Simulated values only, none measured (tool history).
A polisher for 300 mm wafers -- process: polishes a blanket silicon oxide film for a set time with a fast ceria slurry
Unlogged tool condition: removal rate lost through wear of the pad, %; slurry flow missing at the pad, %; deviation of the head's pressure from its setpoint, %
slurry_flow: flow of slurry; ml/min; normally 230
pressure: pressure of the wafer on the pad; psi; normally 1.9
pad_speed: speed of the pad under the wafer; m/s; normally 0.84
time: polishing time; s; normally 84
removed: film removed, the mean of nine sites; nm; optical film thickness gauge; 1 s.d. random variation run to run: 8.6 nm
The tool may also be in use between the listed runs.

run    hour  slurry_flow  pressure  pad_speed  time  wafers since the last listed run  wafers polished on this pad  hours since the slurry nozzle was cleaned  hours since the head pressure was calibrated  incoming thickness of the incoming film, nm  removed
  1       0          230       2.2       0.84    84                                 0                         3841                                      196.9                                           968                                       2899.8    814.9
       26.5  -- worn pad replaced by a new one
  2    66.5          230       1.9       0.84    84                               723                          463                                      263.4                                        1034.5                                       2894.1    686.2
  3    98.5          230       1.9       0.84    84                               370                          834                                      295.4                                        1066.5                                       2908.2    692.5
      138.7  -- head pressure recalibrated
  4   149.1          230       2.4       0.84    84                               562                         1397                                        346                                          10.4                                       2911.2    863.8
  5   202.2          230       1.9       0.64    84                               615                         2012                                      399.1                                          63.5                                       2921.3    524.8
  6   289.5          230       1.9       0.84    84                              1011                         3023                                      486.4                                         150.8                                       2918.9    688.4
  7     324          230       1.9       0.84    84                               399                         3423                                      520.9                                         185.3                                       2906.2    677.1
  8   395.6          230       1.9       0.84    84                               829                         4252                                      592.5                                         256.9                                       2922.2    684.1
  9   420.6          175       1.9       0.84    84                               289                         4541                                      617.5                                         281.9                                       2910.1    655.7
      425.5  -- worn pad replaced by a new one
 10     446          230       1.9       0.84    84                               247                          237                                      642.9                                         307.3                                       2912.8    663.8
 11     510          230       1.9       0.84    84                               741                          978                                      706.9                                         371.3                                       2979.6    674.3
 12   541.1          230       1.9       0.84    84                               360                         1338                                        738                                         402.4                                       2981.3      673
      572.5  -- slurry nozzle cleaned
 13   574.3          230       1.9       0.84    84                               372                         1711                                        1.8                                         435.6                                         2916    702.7
 14   633.6          230       1.9       0.84    84                               686                         2398                                       61.1                                         494.9                                       2922.9    703.3
 15   671.8          230       1.9       0.84    84                               442                         2840                                       99.3                                         533.1                                       2903.7    703.1
 16   720.7          230       1.9       0.84    94                               566                         3407                                      148.2                                           582                                       2941.1    790.2
 17   755.8          230       1.9       0.84    94                               406                         3813                                      183.3                                         617.1                                       2889.3    790.4
      782.6  -- worn pad replaced by a new one
 18   786.5          255       2.2        0.7    91                               309                           45                                        214                                         647.8                                       2936.2    750.8
 19   849.4          280       2.4       0.66   102                               728                          773                                      276.9                                         710.7                                       2896.8    856.4
 20   886.3          280       1.5       0.84    63                               427                         1201                                      313.8                                         747.6                                       2951.3      434
 21   949.2          230       1.5       0.84    84                               728                         1929                                      376.7                                         810.5                                       2907.3    552.2
 22   997.2          185       2.2       0.56   108                               555                         2485                                      424.7                                         858.5                                       2953.9    660.4
 23  1045.5          230       2.1       0.84    61                               559                         3045                                        473                                         906.8                                       2931.1    550.8
 24  1073.8          230       1.9       0.84    84                               327                         3372                                      501.3                                         935.1                                       2927.6    678.8
 25    1134          230       1.9       0.84    84                               697                         4070                                      561.5                                         995.3                                         2984    675.2
     1156.5  -- head pressure recalibrated
 26  1159.7          230       1.9       0.84    84                               274                         4344                                      587.2                                           3.2                                       2955.5      678
     1178.5  -- worn pad replaced by a new one
 27  1217.9          230       1.9       0.84    84                               627                          456                                      645.4                                          61.4                                       2926.6    688.6
 28  1258.5          230       2.2       0.84    72                               470                          926                                        686                                           102                                       2944.5    673.9
 29  1300.5          190       1.3       0.98    84                               486                         1413                                        728                                           144                                         2917    537.7
 30  1332.1          230       2.3       0.66    84                               365                         1779                                      759.6                                         175.6                                       2929.1    639.2
     1406.3  -- slurry nozzle cleaned
 31  1425.7          175       1.3       0.64    99                              1072                         2851                                       19.4                                         269.2                                       2936.9    440.7
 32  1466.9          210       1.9       0.84    84                               477                         3328                                       60.6                                         310.4                                       2985.5    692.1
 33  1529.2          230       1.9       0.84    61                               721                         4050                                      122.9                                         372.7                                       2916.7    509.5
 34  1596.7          230       1.9       0.84    84                               781                         4832                                      190.4                                         440.2                                       2948.2    688.6
     1617.9  -- worn pad replaced by a new one
 35  1649.4          185       1.9       0.84    66                               564                          364                                      243.1                                         492.9                                         2940    532.1
 36  1707.1          230       1.9       0.84    62                               668                         1032                                      300.8                                         550.6                                       2888.9    514.5
 37  1731.2          285       1.9       0.54    84                               279                         1311                                      324.9                                         574.7                                       2908.2    454.2
 38  1778.5          230       2.4       0.84    74                               547                         1859                                      372.2                                           622                                       2938.5    756.2

Run-by-run hidden state of the tool:
removal rate lost through wear of the pad, %: 0 on each run
deviation of the head's pressure from its setpoint, %: 0 on each run
H1: slurry flow missing at the pad, %
run    H1
  1  12.4
  2  15.6
  3  17.1
  4  19.5
  5    22
  6  26.2
  7  27.8
  8  31.3
  9  32.4
 10  33.7
 11  36.7
 12  38.2
 13  2.89
 14  5.72
 15  7.54
 16  9.87
 17  11.5
 18    13
 19    16
 20  17.8
 21  20.8
 22  23.1
 23  25.4
 24  26.7
 25  29.6
 26  30.8
 27  33.6
 28  35.5
 29  37.5
 30    39
 31  5.86
 32  7.82
 33  10.8
 34    14
 35  16.5
 36  19.3
 37  20.4
 38  22.7
